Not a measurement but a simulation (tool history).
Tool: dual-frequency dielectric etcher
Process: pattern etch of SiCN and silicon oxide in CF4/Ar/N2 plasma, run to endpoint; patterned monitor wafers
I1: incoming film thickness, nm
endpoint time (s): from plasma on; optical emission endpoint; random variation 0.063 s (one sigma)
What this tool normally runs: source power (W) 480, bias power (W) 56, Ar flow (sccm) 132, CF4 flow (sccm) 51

run 1 hour=0 | source_power_(W)=480 bias_power_(W)=56 Ar_flow_(sccm)=132 CF4_flow_(sccm)=47 | I1=17.06 | endpoint_time_(s)=21.5
run 2 hour=26 | source_power_(W)=420 bias_power_(W)=56 Ar_flow_(sccm)=132 CF4_flow_(sccm)=51 | I1=17.06 | endpoint_time_(s)=22.8
-- hour=35.1 bias power generator calibrated
run 3 hour=61.1 | source_power_(W)=480 bias_power_(W)=56 Ar_flow_(sccm)=132 CF4_flow_(sccm)=61 | I1=16.94 | endpoint_time_(s)=20.5
run 4 hour=78 | source_power_(W)=480 bias_power_(W)=56 Ar_flow_(sccm)=132 CF4_flow_(sccm)=51 | I1=17.07 | endpoint_time_(s)=21.3
run 5 hour=103.6 | source_power_(W)=480 bias_power_(W)=56 Ar_flow_(sccm)=132 CF4_flow_(sccm)=51 | I1=16.91 | endpoint_time_(s)=21.2
-- hour=131.3 CF4 flow controller replaced
run 6 hour=136.3 | source_power_(W)=430 bias_power_(W)=56 Ar_flow_(sccm)=132 CF4_flow_(sccm)=51 | I1=16.99 | endpoint_time_(s)=22.5
run 7 hour=196.6 | source_power_(W)=480 bias_power_(W)=56 Ar_flow_(sccm)=132 CF4_flow_(sccm)=51 | I1=17.16 | endpoint_time_(s)=21.4
-- hour=224.4 wet clean of the chamber
run 8 hour=224.9 | source_power_(W)=590 bias_power_(W)=56 Ar_flow_(sccm)=132 CF4_flow_(sccm)=51 | I1=16.95 | endpoint_time_(s)=18.8
run 9 hour=232.1 | source_power_(W)=480 bias_power_(W)=56 Ar_flow_(sccm)=132 CF4_flow_(sccm)=51 | I1=17.09 | endpoint_time_(s)=21.1
-- hour=266 upper electrode replaced
run 10 hour=266.5 | source_power_(W)=590 bias_power_(W)=45 Ar_flow_(sccm)=132 CF4_flow_(sccm)=51 | I1=17.14 | endpoint_time_(s)=20.5
run 11 hour=267.2 | source_power_(W)=480 bias_power_(W)=56 Ar_flow_(sccm)=160 CF4_flow_(sccm)=57 | I1=17.04 | endpoint_time_(s)=21.3
run 12 hour=291.7 | source_power_(W)=590 bias_power_(W)=56 Ar_flow_(sccm)=132 CF4_flow_(sccm)=51 | I1=16.97 | endpoint_time_(s)=18.8
run 13 hour=308.8 | source_power_(W)=480 bias_power_(W)=56 Ar_flow_(sccm)=132 CF4_flow_(sccm)=51 | I1=16.94 | endpoint_time_(s)=21
run 14 hour=323 | source_power_(W)=480 bias_power_(W)=56 Ar_flow_(sccm)=132 CF4_flow_(sccm)=51 | I1=17.05 | endpoint_time_(s)=21.2
run 15 hour=339.1 | source_power_(W)=580 bias_power_(W)=56 Ar_flow_(sccm)=152 CF4_flow_(sccm)=57 | I1=17.21 | endpoint_time_(s)=19.5
-- hour=357.1 Ar flow controller replaced
run 16 hour=364.4 | source_power_(W)=520 bias_power_(W)=69 Ar_flow_(sccm)=117 CF4_flow_(sccm)=38 | I1=17.03 | endpoint_time_(s)=19.3
run 17 hour=390.8 | source_power_(W)=480 bias_power_(W)=66 Ar_flow_(sccm)=119 CF4_flow_(sccm)=62 | I1=16.91 | endpoint_time_(s)=18.8
run 18 hour=417.7 | source_power_(W)=450 bias_power_(W)=68 Ar_flow_(sccm)=102 CF4_flow_(sccm)=63 | I1=16.98 | endpoint_time_(s)=18.8
run 19 hour=442.2 | source_power_(W)=480 bias_power_(W)=66 Ar_flow_(sccm)=132 CF4_flow_(sccm)=51 | I1=16.95 | endpoint_time_(s)=19.8
run 20 hour=474.5 | source_power_(W)=480 bias_power_(W)=66 Ar_flow_(sccm)=119 CF4_flow_(sccm)=62 | I1=16.88 | endpoint_time_(s)=18.9
run 21 hour=494.3 | source_power_(W)=360 bias_power_(W)=45 Ar_flow_(sccm)=132 CF4_flow_(sccm)=40 | I1=16.86 | endpoint_time_(s)=27.4
run 22 hour=522.6 | source_power_(W)=440 bias_power_(W)=64 Ar_flow_(sccm)=163 CF4_flow_(sccm)=40 | I1=16.91 | endpoint_time_(s)=22.7
run 23 hour=536.1 | source_power_(W)=480 bias_power_(W)=68 Ar_flow_(sccm)=132 CF4_flow_(sccm)=51 | I1=16.77 | endpoint_time_(s)=19.5

What if the next run were any one of these 5? Each begins from the tool's condition after run 23:
run A hour=536.5 | source_power_(W)=480 bias_power_(W)=56 Ar_flow_(sccm)=158 CF4_flow_(sccm)=51 | I1=16.77 | endpoint_time_(s)=?
run B hour=536.5 | source_power_(W)=480 bias_power_(W)=68 Ar_flow_(sccm)=150 CF4_flow_(sccm)=51 | I1=16.77 | endpoint_time_(s)=?
run C hour=536.5 | source_power_(W)=480 bias_power_(W)=56 Ar_flow_(sccm)=132 CF4_flow_(sccm)=41 | I1=16.77 | endpoint_time_(s)=?
run D hour=536.5 | source_power_(W)=410 bias_power_(W)=69 Ar_flow_(sccm)=101 CF4_flow_(sccm)=48 | I1=16.77 | endpoint_time_(s)=?
run E hour=536.5 | source_power_(W)=510 bias_power_(W)=43 Ar_flow_(sccm)=101 CF4_flow_(sccm)=51 | I1=16.77 | endpoint_time_(s)=?

run=A endpoint_time_(s)=21.5
run=B endpoint_time_(s)=19.8
run=C endpoint_time_(s)=21.7
run=D endpoint_time_(s)=20.2
run=E endpoint_time_(s)=21.1
Take away the tool's hidden state, keep each run's random variation, and the runs would have read:
run=A endpoint_time_(s)=21.3
run=B endpoint_time_(s)=19.6
run=C endpoint_time_(s)=21.4
run=D endpoint_time_(s)=20
run=E endpoint_time_(s)=20.9
